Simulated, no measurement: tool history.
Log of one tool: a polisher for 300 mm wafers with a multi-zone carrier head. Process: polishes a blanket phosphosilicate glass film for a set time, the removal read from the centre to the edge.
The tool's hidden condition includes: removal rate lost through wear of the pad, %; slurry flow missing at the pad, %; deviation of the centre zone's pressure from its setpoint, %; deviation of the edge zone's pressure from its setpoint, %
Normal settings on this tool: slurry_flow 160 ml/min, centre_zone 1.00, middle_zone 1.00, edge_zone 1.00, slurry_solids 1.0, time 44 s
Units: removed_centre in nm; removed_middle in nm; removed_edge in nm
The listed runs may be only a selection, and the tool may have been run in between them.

| run | hour | slurry_flow | centre_zone | middle_zone | edge_zone | slurry_solids | time | wafers since the last listed run | wafers polished on this pad | hours since the slurry nozzle was cleaned | hours since the centre zone pressure was calibrated | hours since the edge zone pressure was calibrated | hours since the carrier head's membrane was replaced | incoming thickness of the incoming film, nm | removed_centre | removed_middle | removed_edge |
|---|---|---|---|---|---|---|---|---|---|---|---|---|---|---|---|---|---|
| 1 | 0.0 | 160 | 1.00 | 1.00 | 1.00 | 1.0 | 44 | 0 | 1771 | 158.8 | 49.2 | 261.8 | 1693.2 | 4353.3 | 244.0 | 255.7 | 254.6 |
|  | 6.9 | worn pad replaced by a new one |
| 2 | 46.2 | 160 | 1.00 | 1.00 | 1.00 | 1.0 | 44 | 421 | 392 | 205.0 | 95.4 | 308.0 | 1739.4 | 4305.7 | 263.5 | 277.0 | 274.1 |
| 3 | 148.7 | 160 | 1.00 | 1.00 | 1.00 | 1.0 | 44 | 1024 | 1417 | 307.5 | 197.9 | 410.5 | 1841.9 | 4352.8 | 248.5 | 266.3 | 259.4 |
|  | 230.2 | edge zone pressure recalibrated |
|  | 233.4 | worn pad replaced by a new one |
|  | 287.0 | centre zone pressure recalibrated |
|  | 344.6 | slurry nozzle cleaned |
| 4 | 371.2 | 160 | 1.00 | 1.00 | 1.00 | 1.0 | 44 | 2142 | 1347 | 26.6 | 84.2 | 141.0 | 2064.4 | 4342.9 | 251.6 | 264.4 | 260.4 |
|  | 451.3 | worn pad replaced by a new one, of another model than before |
| 5 | 451.8 | 160 | 1.00 | 1.00 | 1.00 | 1.0 | 44 | 765 | 5 | 107.2 | 164.8 | 221.6 | 2145.0 | 4311.6 | 268.7 | 281.5 | 283.2 |
|  | 487.8 | carrier head's membrane replaced by a new one |
| 6 | 510.3 | 160 | 1.00 | 1.00 | 1.00 | 1.0 | 44 | 534 | 540 | 165.7 | 223.3 | 280.1 | 22.5 | 4334.0 | 266.5 | 274.1 | 270.7 |
| 7 | 548.5 | 160 | 1.00 | 1.00 | 1.00 | 1.0 | 44 | 381 | 921 | 203.9 | 261.5 | 318.3 | 60.7 | 4353.8 | 260.0 | 268.8 | 271.0 |
| 8 | 604.5 | 160 | 1.00 | 1.00 | 1.00 | 1.0 | 44 | 559 | 1481 | 259.9 | 317.5 | 374.3 | 116.7 | 4274.3 | 251.4 | 263.4 | 258.4 |
|  | 658.2 | worn pad replaced by a new one |
|  | 658.6 | centre zone pressure recalibrated |
| 9 | 669.3 | 200 | 1.00 | 1.00 | 1.00 | 0.9 | 44 | 603 | 106 | 324.7 | 10.7 | 439.1 | 181.5 | 4332.5 | 263.6 | 273.5 | 262.5 |
|  | 715.7 | edge zone pressure recalibrated |
| 10 | 737.2 | 160 | 0.91 | 1.00 | 0.91 | 1.2 | 55 | 658 | 765 | 392.6 | 78.6 | 21.5 | 249.4 | 4381.0 | 333.6 | 373.6 | 354.3 |
| 11 | 777.4 | 160 | 1.00 | 1.08 | 1.00 | 0.9 | 44 | 401 | 1166 | 432.8 | 118.8 | 61.7 | 289.6 | 4318.4 | 238.1 | 260.4 | 247.8 |
|  | 787.4 | slurry nozzle cleaned |
| 12 | 841.7 | 205 | 1.00 | 1.00 | 1.08 | 1.0 | 44 | 632 | 1799 | 54.3 | 183.1 | 126.0 | 353.9 | 4320.4 | 257.3 | 265.7 | 271.5 |
|  | 855.4 | worn pad replaced by a new one |
| 13 | 935.3 | 160 | 1.00 | 1.00 | 1.00 | 1.0 | 44 | 895 | 798 | 147.9 | 276.7 | 219.6 | 447.5 | 4299.3 | 266.0 | 275.3 | 270.6 |
| 14 | 987.3 | 195 | 0.92 | 1.00 | 1.00 | 1.0 | 44 | 519 | 1317 | 199.9 | 328.7 | 271.6 | 499.5 | 4309.0 | 244.6 | 277.1 | 273.6 |

What if the next run were any one of these 3? Each begins from the tool's condition after run 14:
| A | 987.7 | 160 | 1.00 | 0.96 | 1.00 | 1.0 | 44 | 3 | 1321 | 200.3 | 329.1 | 272.0 | 499.9 | 4357.0 | ? | ? | ? |
| B | 987.7 | 110 | 1.03 | 1.00 | 1.00 | 1.2 | 44 | 3 | 1321 | 200.3 | 329.1 | 272.0 | 499.9 | 4357.0 | ? | ? | ? |
| C | 987.7 | 160 | 1.00 | 1.00 | 0.96 | 1.0 | 44 | 3 | 1321 | 200.3 | 329.1 | 272.0 | 499.9 | 4357.0 | ? | ? | ? |

| run | removed_centre | removed_middle | removed_edge |
|---|---|---|---|
| A | 256.6 | 258.0 | 266.5 |
| B | 246.9 | 252.7 | 265.5 |
| C | 256.7 | 265.1 | 261.2 |
With no hidden state in the tool, these same runs would have given:
| run | removed_centre | removed_middle | removed_edge |
|---|---|---|---|
| A | 271.0 | 272.5 | 281.4 |
| B | 260.8 | 266.8 | 280.4 |
| C | 271.1 | 280.0 | 275.9 |
